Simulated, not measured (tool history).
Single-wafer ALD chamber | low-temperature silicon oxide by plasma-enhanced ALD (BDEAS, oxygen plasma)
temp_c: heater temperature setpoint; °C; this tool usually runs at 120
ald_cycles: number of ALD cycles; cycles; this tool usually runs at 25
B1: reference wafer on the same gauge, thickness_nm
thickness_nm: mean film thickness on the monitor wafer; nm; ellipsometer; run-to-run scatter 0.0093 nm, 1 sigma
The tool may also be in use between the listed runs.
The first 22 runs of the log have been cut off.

run 23 day=48.554 | temp_c=120 ald_cycles=25 | B1=3.2 | thickness_nm=3.57
run 24 day=51.262 | temp_c=125 ald_cycles=28 | B1=3.198 | thickness_nm=3.943
run 25 day=54.221 | temp_c=133 ald_cycles=21 | B1=3.2 | thickness_nm=2.905
run 26 day=56.704 | temp_c=109 ald_cycles=27 | B1=3.202 | thickness_nm=3.941
run 27 day=59.029 | temp_c=120 ald_cycles=23 | B1=3.198 | thickness_nm=3.266
run 28 day=60.6 | temp_c=120 ald_cycles=25 | B1=3.2 | thickness_nm=3.567
run 29 day=62.425 | temp_c=126 ald_cycles=26 | B1=3.201 | thickness_nm=3.637
run 30 day=64.888 | temp_c=114 ald_cycles=25 | B1=3.201 | thickness_nm=3.588
run 31 day=67.354 | temp_c=134 ald_cycles=22 | B1=3.2 | thickness_nm=3.034
run 32 day=69.529 | temp_c=120 ald_cycles=21 | B1=3.201 | thickness_nm=2.991
run 33 day=72.225 | temp_c=120 ald_cycles=20 | B1=3.199 | thickness_nm=2.83
run 34 day=74.842 | temp_c=110 ald_cycles=22 | B1=3.198 | thickness_nm=3.19
run 35 day=77.45 | temp_c=120 ald_cycles=25 | B1=3.203 | thickness_nm=3.558
run 36 day=79.121 | temp_c=120 ald_cycles=29 | B1=3.199 | thickness_nm=4.132
run 37 day=80.421 | temp_c=116 ald_cycles=27 | B1=3.2 | thickness_nm=3.857
run 38 day=82.662 | temp_c=130 ald_cycles=27 | B1=3.199 | thickness_nm=3.739
run 39 day=84.867 | temp_c=120 ald_cycles=25 | B1=3.201 | thickness_nm=3.552
run 40 day=87.35 | temp_c=107 ald_cycles=25 | B1=3.198 | thickness_nm=3.64
run 41 day=88.75 | temp_c=108 ald_cycles=29 | B1=3.202 | thickness_nm=4.227
run 42 day=90.462 | temp_c=120 ald_cycles=25 | B1=3.203 | thickness_nm=3.549
run 43 day=93.171 | temp_c=120 ald_cycles=25 | B1=3.2 | thickness_nm=3.56
run 44 day=94.65 | temp_c=120 ald_cycles=25 | B1=3.199 | thickness_nm=3.523

Each row is a separate what-if for the run after 44, all from the same tool condition, not one after another. Results?
run A day=94.667 | temp_c=120 ald_cycles=25 | B1=? | thickness_nm=?
run B day=94.667 | temp_c=132 ald_cycles=22 | B1=? | thickness_nm=?
run C day=94.667 | temp_c=112 ald_cycles=25 | B1=? | thickness_nm=?
run D day=94.667 | temp_c=131 ald_cycles=21 | B1=? | thickness_nm=?

run=A B1=3.2 thickness_nm=3.553
run=B B1=3.2 thickness_nm=3.046
run=C B1=3.2 thickness_nm=3.615
run=D B1=3.2 thickness_nm=2.914
Had the tool no hidden state, the same runs would have come out as:
run=A thickness_nm=3.598
run=B thickness_nm=3.085
run=C thickness_nm=3.659
run=D thickness_nm=2.951

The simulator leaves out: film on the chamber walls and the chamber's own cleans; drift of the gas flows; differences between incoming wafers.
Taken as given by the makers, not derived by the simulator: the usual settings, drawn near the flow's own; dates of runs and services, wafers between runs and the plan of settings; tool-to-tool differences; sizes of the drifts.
